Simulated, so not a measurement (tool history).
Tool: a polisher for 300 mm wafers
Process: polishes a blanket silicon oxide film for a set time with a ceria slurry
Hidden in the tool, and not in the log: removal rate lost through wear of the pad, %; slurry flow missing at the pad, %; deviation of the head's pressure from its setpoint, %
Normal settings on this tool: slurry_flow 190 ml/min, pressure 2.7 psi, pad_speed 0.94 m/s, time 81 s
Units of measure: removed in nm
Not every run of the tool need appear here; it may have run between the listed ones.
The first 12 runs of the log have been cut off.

run	day	slurry_flow	pressure	pad_speed	time	wafers since the last listed run	wafers polished on this pad	hours since the slurry nozzle was cleaned	hours since the head pressure was calibrated	incoming thickness of the incoming film, nm	removed
13	26.633	190	2.7	0.94	81	243	651	35.5	948.1	1527.4	257.6
14	28.179	190	2.7	0.94	81	316	967	72.6	985.2	1537.9	252.2
15	29.392	190	2.7	0.94	81	248	1216	101.7	1014.3	1503.5	253.8
# day 30.179: head pressure recalibrated
16	32.367	145	2.5	1.04	64	591	1807	173.1	52.5	1533.7	187.3
17	33.546	190	2.7	0.94	81	241	2049	201.4	80.8	1560.1	248.2
# day 34.525: worn pad replaced by a new one
18	34.758	245	2.7	0.94	81	214	47	230.5	109.9	1532.6	281.7
19	37.442	190	3.5	0.94	56	549	597	294.9	174.3	1542.7	229.8
20	39.879	250	3.1	0.74	81	498	1095	353.4	232.8	1557.6	250.7
21	42.258	245	2.4	0.94	90	486	1582	410.5	289.9	1505.1	250.6
22	44.300	220	2.1	1.22	81	417	2000	459.5	338.9	1542.1	235.2
# day 47.167: worn pad replaced by a new one
23	47.188	190	2.7	1.16	81	556	4	528.8	408.2	1522.3	297.8
24	49.467	190	2.7	0.94	81	466	470	583.5	462.9	1536.2	247.0
25	50.575	220	2.1	1.22	81	226	697	610.1	489.5	1538.0	233.6
26	53.433	255	3.0	0.72	65	585	1282	678.7	558.1	1531.2	185.1
27	54.496	135	3.5	0.76	74	217	1500	704.2	583.6	1545.8	212.0
28	57.162	175	3.5	0.74	70	545	2045	768.2	647.6	1515.5	213.9
29	58.971	190	2.7	0.94	81	370	2416	811.6	691.0	1507.2	226.0
# day 59.196: worn pad replaced by a new one
# day 60.367: slurry nozzle cleaned
30	61.429	245	3.6	0.78	94	460	448	25.5	750.0	1550.5	362.7

4 ways to go on from here, each from the tool as it stands after run 30. What would each give?
A	61.446	165	2.7	0.94	81	3	451	25.9	750.4	1536.3	?
B	61.446	160	3.5	0.94	91	3	451	25.9	750.4	1536.3	?
C	61.446	230	2.4	0.80	98	3	451	25.9	750.4	1536.3	?
D	61.446	220	2.7	1.12	81	3	451	25.9	750.4	1536.3	?

run	removed
A	257.4
B	372.7
C	260.8
D	306.9
The same runs, with their run-to-run variation unchanged, on a tool lacking any hidden condition would have given:
run	removed
A	272.3
B	394.3
C	274.9
D	323.7
